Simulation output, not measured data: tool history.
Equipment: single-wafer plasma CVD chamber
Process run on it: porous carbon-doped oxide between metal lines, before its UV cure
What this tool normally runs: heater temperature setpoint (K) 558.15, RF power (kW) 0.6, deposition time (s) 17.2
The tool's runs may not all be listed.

run	hour	heater temperature setpoint (K)	RF power (kW)	deposition time (s)	wafers since the last listed run	hours since the last thermocouple change	hours since the last RF generator calibration	hours since the showerhead was replaced	hours since the gauge calibration	read-back reference wafer on the same gauge, thickness_nm	mean film thickness on the monitor wafer (angstrom)
1	0	569.15	0.6	17.2	0	937.1	936.6	2558.4	990	122.989	1025.87
2	48.2	569.15	0.6	17.2	989	985.3	984.8	2606.6	1038.2	123.07	1025.02
3	95.9	558.15	0.6	17.2	978	1033	1032.5	2654.3	1085.9	123.072	1100.25
4	162.4	558.15	0.6	17.2	1364	1099.5	1099	2720.8	1152.4	123.085	1104.02
5	195.2	558.15	0.6	17.2	673	1132.3	1131.8	2753.6	1185.2	123.058	1098.31
6	372.6	551.15	0.6	17.2	3640	1309.7	1309.2	2931	1362.6	123	1152.32
7	427.8	551.15	0.6	17.2	1132	1364.9	1364.4	2986.2	1417.8	122.995	1156.98
# hour 440.5: showerhead replaced
8	460.5	551.15	0.6	17.2	506	1397.6	1397.1	20	1450.5	123.024	1158.77
9	521.9	558.15	0.6	17.2	1259	1459	1458.5	81.4	1511.9	123.03	1100.31
# hour 544: gauge calibrated
10	581.1	558.15	0.6	17.2	1214	1518.2	1517.7	140.6	37.1	123.057	1101.53
11	615.4	548.15	0.515	17.2	703	1552.5	1552	174.9	71.4	122.916	1048.59
12	664.5	548.15	0.515	17.2	1007	1601.6	1601.1	224	120.5	123.075	1046.01
13	719.3	558.15	0.6	17.2	1124	1656.4	1655.9	278.8	175.3	123.008	1096.57
# hour 758.7: RF generator calibrated
14	759.2	558.15	0.6	17.2	654	1696.3	0.5	318.7	215.2	123.066	1097.51
15	811.5	558.15	0.6	17.2	1073	1748.6	52.8	371	267.5	123.046	1096.71
# hour 833.9: thermocouple changed; heater temperature recalibrated
16	836.5	564.15	0.535	16	348	2.6	77.8	396	292.5	122.962	926.4
17	866.5	558.15	0.645	15.6	615	32.6	107.8	426	322.5	123.024	1083.35
18	920.4	553.15	0.7	16.1	1106	86.5	161.7	479.9	376.4	123.003	1227.61
19	989.4	558.15	0.515	17.2	1415	155.5	230.7	548.9	445.4	123.033	994.43
20	1047.5	562.15	0.645	17.2	1192	213.6	288.8	607	503.5	122.954	1153.12
21	1093.4	558.15	0.6	19.8	941	259.5	334.7	652.9	549.4	123.011	1275.56
22	1136.4	543.15	0.5	15.9	882	302.5	377.7	695.9	592.4	122.961	994.99
23	1202.8	558.15	0.49	14.2	1362	368.9	444.1	762.3	658.8	122.94	790.78
24	1226.9	558.15	0.6	17.2	494	393	468.2	786.4	682.9	122.982	1116.25
25	1254.6	558.15	0.6	17.2	568	420.7	495.9	814.1	710.6	122.974	1106.33
26	1304.4	567.15	0.705	19.1	1021	470.5	545.7	863.9	760.4	122.989	1304.05
27	1357	558.15	0.6	17.2	1079	523.1	598.3	916.5	813	122.938	1110.46
28	1410.8	558.15	0.505	17.2	1104	576.9	652.1	970.3	866.8	123.041	968.77

Below are 5 alternative next runs, each starting from the tool's condition after run 28. Predict each:
A	1411.2	546.15	0.6	17.2	8	577.3	652.5	970.7	867.2	?	?
B	1411.2	558.15	0.6	19.9	8	577.3	652.5	970.7	867.2	?	?
C	1411.2	568.15	0.67	17.2	8	577.3	652.5	970.7	867.2	?	?
D	1411.2	570.15	0.545	20.5	8	577.3	652.5	970.7	867.2	?	?
E	1411.2	558.15	0.6	19	8	577.3	652.5	970.7	867.2	?	?

run	read-back reference wafer on the same gauge, thickness_nm	mean film thickness on the monitor wafer (angstrom)
A	123.067	1208.02
B	123.067	1275.76
C	123.067	1126.58
D	123.067	1125.07
E	123.067	1220.05
Stripped of hidden state, with their random variation kept, the same runs would have yielded:
run	mean film thickness on the monitor wafer (angstrom)
A	1239.75
B	1307.39
C	1152.72
D	1150.62
E	1250.29
